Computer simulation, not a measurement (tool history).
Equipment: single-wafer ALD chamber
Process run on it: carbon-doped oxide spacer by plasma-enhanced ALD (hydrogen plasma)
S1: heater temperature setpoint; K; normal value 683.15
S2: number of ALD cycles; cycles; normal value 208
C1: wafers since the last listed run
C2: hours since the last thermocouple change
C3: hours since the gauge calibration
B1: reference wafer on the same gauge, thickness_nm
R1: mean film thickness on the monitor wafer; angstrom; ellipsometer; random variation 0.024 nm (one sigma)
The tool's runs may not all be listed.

run 1 hour=0.0 | S1=683.15 S2=190 | C1=0 C2=1677.9 C3=414.9 | B1=11.010 | R1=86.29
run 2 hour=44.3 | S1=683.15 S2=190 | C1=54 C2=1722.2 C3=459.2 | B1=11.023 | R1=86.28
run 3 hour=130.2 | S1=683.15 S2=238 | C1=106 C2=1808.1 C3=545.1 | B1=11.011 | R1=108.20
run 4 hour=221.5 | S1=683.15 S2=238 | C1=113 C2=1899.4 C3=636.4 | B1=10.992 | R1=108.36
run 5 hour=295.3 | S1=683.15 S2=238 | C1=91 C2=1973.2 C3=710.2 | B1=10.980 | R1=108.07
run 6 hour=399.1 | S1=683.15 S2=208 | C1=128 C2=2077.0 C3=814.0 | B1=10.972 | R1=94.63
run 7 hour=475.3 | S1=683.15 S2=208 | C1=94 C2=2153.2 C3=890.2 | B1=10.941 | R1=94.50
-- hour=475.7 gauge calibrated
run 8 hour=561.9 | S1=683.15 S2=208 | C1=107 C2=2239.8 C3=86.2 | B1=11.023 | R1=94.94
run 9 hour=603.6 | S1=695.15 S2=248 | C1=51 C2=2281.5 C3=127.9 | B1=11.019 | R1=109.79

Run 10 is up next; what results do you expect?
run 10 hour=645.3 | S1=694.15 S2=232 | C1=51 C2=2323.2 C3=169.6 | B1=? | R1=?

{"run 10": {"B1": 11.014, "R1": 102.67}}
Minus the tool's unlogged condition, the same run would have read R1 103.04 angstrom.

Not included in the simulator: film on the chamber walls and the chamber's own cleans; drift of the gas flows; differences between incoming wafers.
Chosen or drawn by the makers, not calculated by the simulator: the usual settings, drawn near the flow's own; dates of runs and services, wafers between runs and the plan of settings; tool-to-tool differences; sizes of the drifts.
